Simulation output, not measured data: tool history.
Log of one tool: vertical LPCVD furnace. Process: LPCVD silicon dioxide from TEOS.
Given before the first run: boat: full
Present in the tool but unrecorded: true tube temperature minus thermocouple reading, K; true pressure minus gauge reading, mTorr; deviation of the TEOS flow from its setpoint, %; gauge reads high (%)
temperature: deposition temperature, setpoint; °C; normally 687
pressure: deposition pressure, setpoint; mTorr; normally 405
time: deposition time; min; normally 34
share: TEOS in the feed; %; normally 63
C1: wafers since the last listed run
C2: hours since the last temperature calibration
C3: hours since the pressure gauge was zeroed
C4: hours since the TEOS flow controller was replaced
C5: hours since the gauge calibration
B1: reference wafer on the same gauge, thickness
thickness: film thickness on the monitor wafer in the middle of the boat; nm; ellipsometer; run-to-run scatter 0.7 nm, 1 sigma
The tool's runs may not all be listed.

run 1 hour=0 | temperature=687 pressure=405 time=34 share=63 | C1=0 C2=1335.7 C3=4139.2 C4=5435.6 C5=173.1 | B1=183.08 | thickness=214.93
run 2 hour=10.8 | temperature=687 pressure=405 time=34 share=63 | C1=141 C2=1346.5 C3=4150 C4=5446.4 C5=183.9 | B1=182.95 | thickness=215.61
run 3 hour=22.8 | temperature=687 pressure=405 time=34 share=63 | C1=157 C2=1358.5 C3=4162 C4=5458.4 C5=195.9 | B1=182.98 | thickness=216.66
run 4 hour=30.4 | temperature=687 pressure=405 time=34 share=63 | C1=99 C2=1366.1 C3=4169.6 C4=5466 C5=203.5 | B1=183.22 | thickness=216.36
run 5 hour=45.9 | temperature=687 pressure=405 time=34 share=68 | C1=203 C2=1381.6 C3=4185.1 C4=5481.5 C5=219 | B1=182.75 | thickness=223.52
run 6 hour=63.6 | temperature=687 pressure=405 time=34 share=68 | C1=232 C2=1399.3 C3=4202.8 C4=5499.2 C5=236.7 | B1=182.88 | thickness=225.68
run 7 hour=81.2 | temperature=687 pressure=405 time=34 share=68 | C1=231 C2=1416.9 C3=4220.4 C4=5516.8 C5=254.3 | B1=183.11 | thickness=224.78
-- hour=110.8 TEOS flow controller replaced
run 8 hour=111.3 | temperature=687 pressure=465 time=34 share=69 | C1=80 C2=1447 C3=4250.5 C4=0.5 C5=284.4 | B1=183.36 | thickness=245.68
run 9 hour=115.1 | temperature=687 pressure=465 time=34 share=69 | C1=49 C2=1450.8 C3=4254.3 C4=4.3 C5=288.2 | B1=183.14 | thickness=245.59
run 10 hour=119 | temperature=687 pressure=465 time=34 share=69 | C1=51 C2=1454.7 C3=4258.2 C4=8.2 C5=292.1 | B1=182.81 | thickness=245.65
run 11 hour=125.2 | temperature=680 pressure=485 time=23 share=70 | C1=81 C2=1460.9 C3=4264.4 C4=14.4 C5=298.3 | B1=182.97 | thickness=143.25
-- hour=127 gauge calibrated
-- hour=152.2 thermocouples replaced and temperature profile calibrated
run 12 hour=152.7 | temperature=687 pressure=405 time=42.5 share=71 | C1=45 C2=0.5 C3=4291.9 C4=41.9 C5=25.7 | B1=183.21 | thickness=261.61
run 13 hour=156.6 | temperature=675 pressure=345 time=41 share=63 | C1=51 C2=4.4 C3=4295.8 C4=45.8 C5=29.6 | B1=182.89 | thickness=165.57
run 14 hour=167.7 | temperature=691 pressure=340 time=30 share=56 | C1=145 C2=15.5 C3=4306.9 C4=56.9 C5=40.7 | B1=183.34 | thickness=167.59
run 15 hour=175 | temperature=693 pressure=305 time=40.5 share=73 | C1=95 C2=22.8 C3=4314.2 C4=64.2 C5=48 | B1=182.86 | thickness=256.09
-- hour=207.2 pressure gauge zeroed
run 16 hour=207.7 | temperature=687 pressure=360 time=34 share=52 | C1=114 C2=55.5 C3=0.5 C4=96.9 C5=80.7 | B1=183.12 | thickness=170.86
run 17 hour=211.6 | temperature=680 pressure=405 time=34 share=63 | C1=51 C2=59.4 C3=4.4 C4=100.8 C5=84.6 | B1=182.93 | thickness=168.27
run 18 hour=248.5 | temperature=687 pressure=405 time=25.5 share=63 | C1=484 C2=96.3 C3=41.3 C4=137.7 C5=121.5 | B1=183.08 | thickness=148.42
run 19 hour=262.3 | temperature=695 pressure=405 time=34 share=55 | C1=181 C2=110.1 C3=55.1 C4=151.5 C5=135.3 | B1=183.02 | thickness=223.54
run 20 hour=268.9 | temperature=687 pressure=405 time=34 share=63 | C1=86 C2=116.7 C3=61.7 C4=158.1 C5=141.9 | B1=182.93 | thickness=197.71
run 21 hour=280.4 | temperature=687 pressure=405 time=34 share=63 | C1=151 C2=128.2 C3=73.2 C4=169.6 C5=153.4 | B1=183.13 | thickness=198.18

4 ways to go on from here, each from the tool as it stands after run 21. What would each give?
run A hour=284.4 | temperature=687 pressure=430 time=34 share=63 | C1=52 C2=132.2 C3=77.2 C4=173.6 C5=157.4 | B1=? | thickness=?
run B hour=284.4 | temperature=687 pressure=405 time=34 share=74 | C1=52 C2=132.2 C3=77.2 C4=173.6 C5=157.4 | B1=? | thickness=?
run C hour=284.4 | temperature=687 pressure=405 time=34 share=72 | C1=52 C2=132.2 C3=77.2 C4=173.6 C5=157.4 | B1=? | thickness=?
run D hour=284.4 | temperature=687 pressure=405 time=23 share=63 | C1=52 C2=132.2 C3=77.2 C4=173.6 C5=157.4 | B1=? | thickness=?

run=A B1=182.88 thickness=204.94
run=B B1=182.88 thickness=215.56
run=C B1=182.88 thickness=212.63
run=D B1=182.88 thickness=134.55
Had the tool no hidden state, the same runs would have come out as:
run=A thickness=204.14
run=B thickness=214.72
run=C thickness=211.8
run=D thickness=134.02

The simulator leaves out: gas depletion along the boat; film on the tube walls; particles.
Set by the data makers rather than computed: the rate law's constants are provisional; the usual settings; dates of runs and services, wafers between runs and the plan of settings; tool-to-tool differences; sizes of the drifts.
